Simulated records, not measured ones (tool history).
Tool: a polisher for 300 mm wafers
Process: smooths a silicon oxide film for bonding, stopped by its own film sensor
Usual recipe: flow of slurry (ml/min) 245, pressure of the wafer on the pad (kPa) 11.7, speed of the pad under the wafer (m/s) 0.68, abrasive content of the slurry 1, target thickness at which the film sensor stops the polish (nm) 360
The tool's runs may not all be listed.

run,hour,flow of slurry (ml/min),pressure of the wafer on the pad (kPa),speed of the pad under the wafer (m/s),abrasive content of the slurry,target thickness at which the film sensor stops the polish (nm),wafers since the last listed run,wafers polished on this pad,hours since the slurry nozzle was cleaned,hours since the head pressure was calibrated,hours since the slurry blender was calibrated,"incoming thickness of the incoming film, nm",time until the film sensor stopped the polish (s)
1,0,245,11.7,0.68,1.15,360,0,876,442.9,444.4,193.9,390.7,89.4
2,11.6,245,11.7,0.68,1,360,97,973,454.5,456,205.5,389.2,89.9
# hour 17.5: worn pad replaced by a new one
3,26.6,245,11.7,0.68,1,360,92,76,469.5,471,220.5,392,87.6
4,42.8,245,11.7,0.68,1,360,136,213,485.7,487.2,236.7,394.8,100.9
5,57.1,245,11.7,0.68,1,360,120,333,500,501.5,251,389.8,85.3
6,66.9,245,11.7,0.68,1,360,82,416,509.8,511.3,260.8,385.2,73.9
# hour 71.9: slurry nozzle cleaned
7,84.7,245,11.7,0.68,1,360,141,557,12.8,529.1,278.6,389.6,89.3
8,95.3,245,11.7,0.68,1,360,89,646,23.4,539.7,289.2,392.2,96.1
9,109.5,245,11.7,0.68,1,360,119,766,37.6,553.9,303.4,395.6,112.7
# hour 127.2: worn pad replaced by a new one
10,127.7,245,11.7,0.68,1,360,119,3,55.8,572.1,321.6,393.1,92.3
11,141.1,245,11.7,0.68,1,360,112,116,69.2,585.5,335,392.5,95.5
12,151.8,245,11.7,0.68,1,360,90,206,79.9,596.2,345.7,389.5,85.8
13,162.6,285,13.8,0.68,1,360,90,297,90.7,607,356.5,394.3,86.1
14,174.8,245,11.7,0.88,1,360,102,400,102.9,619.2,368.7,386.1,65.9
15,184.8,195,8.3,0.68,1,366,84,484,112.9,629.2,378.7,389,102.6
# hour 194.3: slurry blender recalibrated
16,195.8,245,11.7,0.68,0.75,360,75,560,123.9,640.2,1.5,387,83.2
# hour 204: head pressure recalibrated
17,204.5,245,9.7,0.68,1.15,360,56,616,132.6,0.5,10.2,394.4,114.1
18,218.7,245,11.7,0.68,0.9,360,119,736,146.8,14.7,24.4,383.7,70.6
# hour 226.9: worn pad replaced by a new one
19,227.4,245,11.7,0.9,1,352,39,4,155.5,23.4,33.1,396.5,93.8
20,241.4,245,11.7,0.68,1,360,117,122,169.5,37.4,47.1,386.8,72.9
21,259.4,325,11.7,0.8,0.8,365,151,273,187.5,55.4,65.1,381.4,40.9
22,269.4,185,11.7,0.68,0.7,360,84,358,197.5,65.4,75.1,382.3,69.8
23,286.8,315,11.7,0.52,0.9,369,146,504,214.9,82.8,92.5,388.7,68.8
24,300.3,245,11.7,0.68,1,360,113,618,228.4,96.3,106,394.8,99.5
25,318.2,245,11.7,0.68,1.2,360,150,768,246.3,114.2,123.9,387.7,78.3
26,326.1,245,11.7,0.68,1,360,66,835,254.2,122.1,131.8,394.3,102.8
27,337.1,245,11.7,0.68,1,365,92,928,265.2,133.1,142.8,390,76.1
# hour 342.2: worn pad replaced by a new one
28,347,245,11.7,0.86,1,360,49,40,275.1,143,152.7,388.3,61.4
29,389.9,245,11.7,0.68,1,364,361,401,318,185.9,195.6,390.3,73.2
30,401.3,195,8.3,0.68,1,366,95,497,329.4,197.3,207,393.3,112.2
31,418.4,245,9,0.68,1.25,354,143,641,346.5,214.4,224.1,385.6,115.1

Run-by-run hidden state of the tool:
slurry flow missing at the pad, %: 0 across all the runs
deviation of the head's pressure from its setpoint, %: 0 across all the runs
H1: removal rate lost through wear of the pad, %
H2: abrasive missing from the slurry, %
run,H1,H2
1,12.2,11.5
2,13.5,12.3
3,2.37,13.5
4,4.14,14.9
5,5.71,16.1
6,6.79,17.1
7,8.74,18.8
8,9.91,19.9
9,11.5,21.5
10,2.21,23.6
11,3.69,25.2
12,4.86,26.5
13,6.05,27.9
14,7.39,29.5
15,8.48,30.9
16,9.69,1.11
17,10.6,1.13
18,12.2,1.22
19,1.13,1.31
20,2.67,1.52
21,4.64,1.89
22,5.74,2.15
23,7.65,2.68
24,9.13,3.17
25,11.1,3.93
26,12,4.3
27,13.2,4.85
28,1.26,5.39
29,5.97,8.13
30,7.22,8.97
31,9.1,10.3
